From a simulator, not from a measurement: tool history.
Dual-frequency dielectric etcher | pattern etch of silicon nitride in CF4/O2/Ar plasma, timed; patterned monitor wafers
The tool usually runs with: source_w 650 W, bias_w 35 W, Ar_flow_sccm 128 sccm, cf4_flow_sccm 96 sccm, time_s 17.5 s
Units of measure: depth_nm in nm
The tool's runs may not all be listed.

| run | hour | source_w | bias_w | Ar_flow_sccm | cf4_flow_sccm | time_s | read-back reference wafer on the same gauge, depth_nm | depth_nm |
|---|---|---|---|---|---|---|---|---|
| 1 | 0 | 650 | 35 | 128 | 96 | 17.5 | 40.15 | 35.52 |
| 2 | 35.2 | 740 | 35 | 128 | 96 | 17.5 | 40.06 | 39.95 |
|  | 74.5 | wet clean of the chamber |
| 3 | 89.4 | 740 | 35 | 128 | 96 | 17.5 | 40.07 | 39.39 |
| 4 | 147 | 740 | 35 | 128 | 96 | 17.5 | 40.08 | 39.65 |
| 5 | 194.5 | 650 | 35 | 128 | 102 | 17.5 | 40.11 | 35.92 |
| 6 | 226 | 650 | 35 | 128 | 102 | 17.5 | 40.09 | 35.83 |
|  | 241.2 | CF4 flow controller replaced |
| 7 | 288.6 | 650 | 35 | 128 | 102 | 17.5 | 40.12 | 36.46 |
|  | 298.6 | source power generator calibrated |
| 8 | 348.3 | 650 | 42 | 117 | 96 | 17.5 | 40.1 | 38.47 |
|  | 421.6 | gauge calibrated |
|  | 458.3 | Ar flow controller replaced |
|  | 461.9 | wet clean of the chamber |
|  | 482.5 | bias power generator calibrated |
| 9 | 512.4 | 730 | 33 | 116 | 81 | 17.5 | 40.07 | 37.53 |
|  | 569.3 | upper electrode replaced |
| 10 | 569.8 | 650 | 35 | 128 | 96 | 21.5 | 40.11 | 43.66 |
| 11 | 593.9 | 650 | 35 | 128 | 96 | 17.5 | 40.1 | 35.64 |
| 12 | 624.4 | 650 | 35 | 117 | 107 | 14 | 40.08 | 29.62 |
| 13 | 659.5 | 650 | 35 | 128 | 96 | 17.5 | 40.1 | 35.65 |
| 14 | 688.2 | 760 | 35 | 128 | 96 | 17.5 | 40.13 | 40.91 |
| 15 | 753.7 | 650 | 35 | 128 | 96 | 17.5 | 40.1 | 35.72 |

Below are 4 alternative next runs, each starting from the tool's condition after run 15. Predict each:
| A | 754.1 | 650 | 35 | 128 | 96 | 17.5 | ? | ? |
| B | 754.1 | 600 | 35 | 128 | 96 | 17.5 | ? | ? |
| C | 754.1 | 650 | 35 | 103 | 116 | 17.5 | ? | ? |
| D | 754.1 | 700 | 32 | 128 | 75 | 13 | ? | ? |

| run | read-back reference wafer on the same gauge, depth_nm | depth_nm |
|---|---|---|
| A | 40.1 | 35.84 |
| B | 40.1 | 33.34 |
| C | 40.1 | 38.42 |
| D | 40.1 | 25.72 |
Had the tool no hidden state, the same runs would have come out as:
| run | depth_nm |
|---|---|
| A | 35.78 |
| B | 33.28 |
| C | 38.28 |
| D | 25.72 |
